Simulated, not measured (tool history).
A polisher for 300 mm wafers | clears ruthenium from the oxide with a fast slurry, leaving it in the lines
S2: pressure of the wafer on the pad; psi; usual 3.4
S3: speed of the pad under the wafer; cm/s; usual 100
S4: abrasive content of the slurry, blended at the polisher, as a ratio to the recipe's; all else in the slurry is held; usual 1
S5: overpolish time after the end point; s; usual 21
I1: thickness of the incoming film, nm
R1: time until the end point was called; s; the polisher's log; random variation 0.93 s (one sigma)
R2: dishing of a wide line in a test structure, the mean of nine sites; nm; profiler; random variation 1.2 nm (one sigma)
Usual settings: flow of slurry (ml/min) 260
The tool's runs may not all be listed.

run 1 day=0 | flow_of_slurry_(ml/min)=260 S2=3.4 S3=100 S4=1 S5=21 | I1=254.3 | R1=62.2 R2=65.2
run 2 day=0.688 | flow_of_slurry_(ml/min)=260 S2=3.4 S3=100 S4=1 S5=21 | I1=259.6 | R1=63.4 R2=63.6
-- day=1.133 slurry nozzle cleaned
run 3 day=2.162 | flow_of_slurry_(ml/min)=260 S2=3.4 S3=100 S4=1 S5=21 | I1=260.9 | R1=65.4 R2=62.6
-- day=2.538 slurry blender recalibrated
-- day=2.554 head pressure recalibrated
run 4 day=2.571 | flow_of_slurry_(ml/min)=215 S2=3.4 S3=100 S4=1 S5=21 | I1=254.8 | R1=63.7 R2=62.7
run 5 day=3.238 | flow_of_slurry_(ml/min)=215 S2=3.4 S3=100 S4=1 S5=21 | I1=255.5 | R1=66.2 R2=61.1
-- day=4.012 worn pad replaced by a new one
run 6 day=4.033 | flow_of_slurry_(ml/min)=215 S2=3.4 S3=100 S4=1 S5=21 | I1=263.9 | R1=65.7 R2=63.8
run 7 day=4.562 | flow_of_slurry_(ml/min)=260 S2=3.4 S3=100 S4=1 S5=21 | I1=256.7 | R1=61.9 R2=64.4
run 8 day=4.862 | flow_of_slurry_(ml/min)=260 S2=3.4 S3=88 S4=1.25 S5=21 | I1=255.7 | R1=63.6 R2=64.7
run 9 day=5.458 | flow_of_slurry_(ml/min)=260 S2=3.4 S3=100 S4=1 S5=14 | I1=258.2 | R1=64.8 R2=45.2
run 10 day=5.883 | flow_of_slurry_(ml/min)=260 S2=4.1 S3=100 S4=1.15 S5=21 | I1=259.4 | R1=49.1 R2=77.3
run 11 day=6.621 | flow_of_slurry_(ml/min)=260 S2=3.4 S3=80 S4=1 S5=21 | I1=264.2 | R1=82.2 R2=51.7
run 12 day=6.938 | flow_of_slurry_(ml/min)=260 S2=3.4 S3=100 S4=1 S5=21 | I1=262.5 | R1=65.9 R2=63.7
run 13 day=7.196 | flow_of_slurry_(ml/min)=340 S2=3.4 S3=100 S4=1 S5=13 | I1=255.7 | R1=62.2 R2=42.4
run 14 day=8.021 | flow_of_slurry_(ml/min)=220 S2=3.4 S3=100 S4=1.2 S5=21 | I1=263.6 | R1=64.6 R2=63.4
run 15 day=8.354 | flow_of_slurry_(ml/min)=260 S2=3.4 S3=120 S4=1 S5=21 | I1=259.3 | R1=56.4 R2=70.8
run 16 day=8.783 | flow_of_slurry_(ml/min)=260 S2=3.4 S3=80 S4=1 S5=21 | I1=257 | R1=85.8 R2=52.2
-- day=9.304 worn pad replaced by a new one
run 17 day=9.404 | flow_of_slurry_(ml/min)=175 S2=3.4 S3=100 S4=1 S5=21 | I1=261.9 | R1=63.6 R2=64.3
run 18 day=9.7 | flow_of_slurry_(ml/min)=260 S2=3.4 S3=100 S4=1 S5=30 | I1=261.6 | R1=63.1 R2=86
run 19 day=10.058 | flow_of_slurry_(ml/min)=260 S2=3.4 S3=100 S4=1 S5=21 | I1=264.1 | R1=62.8 R2=66
run 20 day=10.671 | flow_of_slurry_(ml/min)=225 S2=2.5 S3=100 S4=1.15 S5=29 | I1=258.8 | R1=79.5 R2=69.1
run 21 day=11.333 | flow_of_slurry_(ml/min)=260 S2=2.6 S3=100 S4=1 S5=21 | I1=261 | R1=81.4 R2=51
run 22 day=11.692 | flow_of_slurry_(ml/min)=210 S2=3.4 S3=120 S4=0.8 S5=27 | I1=257.5 | R1=60.5 R2=80
run 23 day=12.429 | flow_of_slurry_(ml/min)=260 S2=3.4 S3=88 S4=1 S5=33 | I1=256.2 | R1=73.3 R2=81.1
run 24 day=13.025 | flow_of_slurry_(ml/min)=260 S2=3.4 S3=100 S4=1 S5=21 | I1=261.4 | R1=68.8 R2=62.2
run 25 day=13.296 | flow_of_slurry_(ml/min)=205 S2=3.4 S3=110 S4=1 S5=21 | I1=259.2 | R1=61.7 R2=65.8
run 26 day=13.583 | flow_of_slurry_(ml/min)=260 S2=3.4 S3=100 S4=1 S5=21 | I1=256.5 | R1=65.7 R2=62.6
run 27 day=14.221 | flow_of_slurry_(ml/min)=260 S2=4.3 S3=110 S4=1 S5=21 | I1=258.4 | R1=48.7 R2=78.5
run 28 day=14.879 | flow_of_slurry_(ml/min)=260 S2=3.4 S3=80 S4=1 S5=21 | I1=257 | R1=83.6 R2=50.3

5 ways to go on from here, each from the tool as it stands after run 28. What would each give?
run A day=14.9 | flow_of_slurry_(ml/min)=260 S2=3.4 S3=100 S4=1 S5=21 | I1=261 | R1=? R2=?
run B day=14.9 | flow_of_slurry_(ml/min)=340 S2=3.4 S3=122 S4=1 S5=25 | I1=261 | R1=? R2=?
run C day=14.9 | flow_of_slurry_(ml/min)=345 S2=4.4 S3=116 S4=1 S5=25 | I1=261 | R1=? R2=?
run D day=14.9 | flow_of_slurry_(ml/min)=175 S2=3.4 S3=86 S4=1 S5=21 | I1=261 | R1=? R2=?
run E day=14.9 | flow_of_slurry_(ml/min)=260 S2=3.4 S3=100 S4=1 S5=16 | I1=261 | R1=? R2=?

run=A R1=68.5 R2=59.6
run=B R1=55 R2=81.9
run=C R1=45.4 R2=94.5
run=D R1=82.8 R2=50.7
run=E R1=68.5 R2=47.2
Without the tool's hidden state the same runs would have given:
run=A R1=62.2 R2=64.5
run=B R1=49.9 R2=88.1
run=C R1=41.2 R2=101.2
run=D R1=75.2 R2=55.1
run=E R1=62.2 R2=51.3

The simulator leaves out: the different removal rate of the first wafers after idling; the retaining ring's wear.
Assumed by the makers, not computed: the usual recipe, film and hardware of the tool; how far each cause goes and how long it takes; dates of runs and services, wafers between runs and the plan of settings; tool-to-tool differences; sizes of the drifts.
